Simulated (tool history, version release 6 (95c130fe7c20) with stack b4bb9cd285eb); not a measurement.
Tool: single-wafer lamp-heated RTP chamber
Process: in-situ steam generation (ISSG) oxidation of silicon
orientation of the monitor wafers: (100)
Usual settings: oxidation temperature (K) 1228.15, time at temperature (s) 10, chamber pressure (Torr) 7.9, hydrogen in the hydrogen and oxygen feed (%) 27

run,hour,oxidation temperature (K),time at temperature (s),chamber pressure (Torr),hydrogen in the hydrogen and oxygen feed (%),wafers since the last listed run,wafers since the last pyrometer calibration,hours since the pressure gauge was zeroed,hours since the hydrogen flow controller was replaced,hours since the gauge calibration,"read-back reference wafer on the same gauge, thickness",oxide thickness on the monitor wafer (Å)
1,0.0,1228.15,10,7.9,32,0,1442,2830.9,4071.4,488.3,4.030,36.35
2,15.9,1228.15,10,7.9,27,225,1668,2846.8,4087.3,504.2,4.030,34.87
3,29.3,1228.15,10,7.9,27,190,1858,2860.2,4100.7,517.6,4.028,34.56
4,46.2,1228.15,10,7.9,27,239,2097,2877.1,4117.6,534.5,4.027,34.82
5,61.2,1228.15,10,7.9,27,212,2310,2892.1,4132.6,549.5,4.027,34.82
6,69.9,1228.15,7,7.9,27,123,2434,2900.8,4141.3,558.2,4.037,30.66
# hour 89.6: pyrometer window cleaned and pyrometer calibrated
# hour 94.3: hydrogen flow controller replaced
# hour 94.7: gauge calibrated
7,120.5,1228.15,7,7.9,27,536,371,2951.4,26.2,25.8,4.032,30.21
8,131.6,1228.15,10,7.9,27,157,528,2962.5,37.3,36.9,4.033,34.41
9,174.9,1228.15,10,7.9,27,613,1142,3005.8,80.6,80.2,4.032,34.57
# hour 184.2: pressure gauge zeroed
10,184.7,1228.15,10,7.9,27,25,1167,0.5,90.4,90.0,4.033,34.53
11,195.3,1228.15,10,7.9,27,150,1318,11.1,101.0,100.6,4.028,34.48
12,211.1,1228.15,10,7.9,27,224,1542,26.9,116.8,116.4,4.031,34.48
13,226.2,1228.15,10,7.9,27,214,1756,42.0,131.9,131.5,4.024,34.63
14,242.1,1228.15,9,7.9,27,225,1981,57.9,147.8,147.4,4.039,33.32
15,251.7,1228.15,10,7.9,27,136,2117,67.5,157.4,157.0,4.026,34.90
16,259.2,1228.15,10,7.9,24,106,2224,75.0,164.9,164.5,4.031,33.92
17,275.1,1247.15,12,7.9,32,225,2449,90.9,180.8,180.4,4.030,41.33
18,289.8,1217.15,7,6.9,19,208,2658,105.6,195.5,195.1,4.031,27.09
19,300.5,1228.15,10,7.9,30,151,2809,116.3,206.2,205.8,4.028,36.21
# hour 313.1: pyrometer window cleaned and pyrometer calibrated
20,313.8,1212.15,8,7.9,27,75,10,129.6,219.5,219.1,4.027,30.86
21,328.6,1236.15,10,7.2,27,209,220,144.4,234.3,233.9,4.031,35.09
22,341.6,1228.15,10,8.9,27,184,404,157.4,247.3,246.9,4.023,33.94
23,354.5,1228.15,10,7.9,27,182,587,170.3,260.2,259.8,4.026,34.38
24,364.3,1241.15,11,7.9,32,138,726,180.1,270.0,269.6,4.028,38.69
25,376.9,1217.15,7,6.9,19,178,904,192.7,282.6,282.2,4.030,26.79
26,383.8,1236.15,8,7.9,32,97,1002,199.6,289.5,289.1,4.029,34.10
27,398.8,1228.15,10,7.9,27,212,1215,214.6,304.5,304.1,4.030,34.51
28,405.7,1215.15,10,7.9,27,97,1313,221.5,311.4,311.0,4.030,33.62
29,420.0,1228.15,10,7.9,27,202,1516,235.8,325.7,325.3,4.029,34.59
30,434.2,1241.15,11,7.9,32,201,1717,250.0,339.9,339.5,4.022,38.76
31,445.3,1228.15,12,9.2,27,157,1874,261.1,351.0,350.6,4.021,36.41
32,452.3,1228.15,10,7.9,27,99,1974,268.1,358.0,357.6,4.022,34.74

Hidden state at the last listed run before each entry between runs and at the first one after, where it differs:
Between runs 6 and 7: pyrometer window cleaned and pyrometer calibrated (hour 89.6); hydrogen flow controller replaced (hour 94.3); gauge calibrated (hour 94.7)
  true wafer temperature minus pyrometer reading, K: 6.74 -> 0.896
  measured less the result without the state, oxide thickness on the monitor wafer (Å): +0.41 -> +0.06
Between runs 9 and 10: pressure gauge zeroed (hour 184.2)
  true wafer temperature minus pyrometer reading, K: 2.18 -> 2.54
  measured less the result without the state, oxide thickness on the monitor wafer (Å): +0.17 -> +0.20
Between runs 19 and 20: pyrometer window cleaned and pyrometer calibrated (hour 313.1)
  true wafer temperature minus pyrometer reading, K: 9.75 -> 0.897
  measured less the result without the state, oxide thickness on the monitor wafer (Å): +0.84 -> +0.05
